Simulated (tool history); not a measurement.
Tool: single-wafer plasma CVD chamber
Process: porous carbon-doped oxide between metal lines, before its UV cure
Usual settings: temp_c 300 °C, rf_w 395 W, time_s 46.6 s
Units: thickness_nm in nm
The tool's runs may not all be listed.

run	day	temp_c	rf_w	time_s	read-back reference wafer on the same gauge, thickness_nm	thickness_nm
1	0.000	300	395	46.6	219.221	206.815
2	0.400	300	395	46.6	218.740	207.229
3	0.667	300	395	46.6	219.038	206.449
4	1.067	300	395	46.6	219.094	207.908
5	1.617	300	395	46.6	218.804	206.379
6	2.042	300	395	40.8	219.057	182.269
7	2.733	300	395	40.8	218.967	181.293
8	3.700	300	395	40.8	219.022	181.308
9	4.229	300	395	46.6	219.057	206.403
10	4.858	300	395	46.6	218.765	207.368
11	5.254	300	395	46.6	219.083	207.106
# day 5.608: showerhead replaced
# day 5.817: gauge calibrated
12	5.925	300	395	46.6	219.129	206.521
13	6.600	300	395	46.6	219.048	206.494
14	6.888	300	395	48.5	218.825	214.262
15	7.471	300	395	48.6	218.977	213.763
16	7.896	300	395	42.6	219.112	188.336
17	8.338	287	395	54.3	218.938	255.505
18	8.750	306	365	53.7	218.780	222.488
# day 9.167: thermocouple changed; heater temperature recalibrated
19	9.208	291	425	39.4	218.786	189.008
20	9.942	300	395	46.6	218.952	205.968
21	10.521	300	445	50.3	218.910	234.063
22	10.862	294	340	46.6	219.145	199.051
23	11.188	309	465	51.9	219.122	234.826
# day 11.767: RF generator calibrated
24	11.788	304	355	55.6	219.050	237.985
25	11.896	300	395	46.6	218.874	214.333
26	12.267	300	395	46.6	218.939	213.604
27	12.946	300	395	46.6	219.067	213.796

Run 28 comes next. What will it give?
28	13.346	300	395	46.6	?	?

read-back reference wafer on the same gauge, thickness_nm: 218.996
thickness_nm: 214.049 nm
Without the tool's hidden state the same run would have given thickness_nm 215.056 nm.
